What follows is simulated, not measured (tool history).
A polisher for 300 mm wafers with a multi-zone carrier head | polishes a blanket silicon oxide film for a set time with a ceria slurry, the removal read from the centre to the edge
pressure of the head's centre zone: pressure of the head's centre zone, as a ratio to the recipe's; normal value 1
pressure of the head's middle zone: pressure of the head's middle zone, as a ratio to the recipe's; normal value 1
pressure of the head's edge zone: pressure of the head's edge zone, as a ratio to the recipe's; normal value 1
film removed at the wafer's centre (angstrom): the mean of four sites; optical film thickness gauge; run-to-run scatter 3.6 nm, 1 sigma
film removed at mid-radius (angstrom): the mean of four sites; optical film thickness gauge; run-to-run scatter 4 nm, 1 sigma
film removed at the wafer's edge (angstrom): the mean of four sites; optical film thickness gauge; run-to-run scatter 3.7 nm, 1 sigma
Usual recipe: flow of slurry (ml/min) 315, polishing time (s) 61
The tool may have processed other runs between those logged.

run,day,flow of slurry (ml/min),pressure of the head's centre zone,pressure of the head's middle zone,pressure of the head's edge zone,polishing time (s),"incoming thickness of the incoming film, nm",film removed at the wafer's centre (angstrom),film removed at mid-radius (angstrom),film removed at the wafer's edge (angstrom)
1,0,315,1,1,1,66,1165.1,4272,4233,4163
2,1.012,315,1,1,1,66,1161.3,4231,4220,4158
3,4.546,315,1,1,1,61,1143.3,3884,3944,3781
4,6.038,315,1,1,1,61,1162.6,3924,3903,3866
# day 6.888: worn pad replaced by a new one
5,6.917,315,1,1,1,61,1179.8,3885,3894,3883
6,7.588,315,1,1,1,61,1160.6,3840,3948,3837
7,8.204,400,1,1,1,61,1171.2,4070,3981,3936
# day 8.292: slurry nozzle cleaned
8,8.829,400,1,1,1,61,1139.2,4008,3981,3889
9,9.875,315,1,0.91,1,61,1176.5,3948,3591,3842
# day 11: edge zone pressure recalibrated
10,11.088,315,1,0.91,1,61,1160.4,3870,3615,3871
# day 11.554: centre zone pressure recalibrated
11,12.054,315,1,0.92,1,61,1158.2,3876,3614,3822
# day 12.596: carrier head's membrane replaced by a new one
12,13.517,315,1,1.11,0.94,73,1168.8,4557,5125,4494
# day 14.021: worn pad replaced by a new one
13,14.654,315,1,1,1,61,1169.6,3805,3877,3829
14,15.821,315,1,1,1,61,1158.6,3926,3913,3870
15,17.229,415,0.89,1,1.07,50,1175.5,3001,3316,3327
16,17.867,315,1,1,0.95,61,1167.8,3856,3928,3764
17,19.017,280,1,1.04,0.91,81,1163.5,5133,5276,4863

Run 18 has not been measured yet. What should we expect?
18,20.454,315,1,1,1,61,1162,?,?,?

{"run 18": {"film removed at the wafer's centre (angstrom)": 3883, "film removed at mid-radius (angstrom)": 3901, "film removed at the wafer's edge (angstrom)": 3861}}
Minus the tool's unlogged condition, the same run would have read film removed at the wafer's centre (angstrom) 3883, film removed at mid-radius (angstrom) 3901, film removed at the wafer's edge (angstrom) 3861.
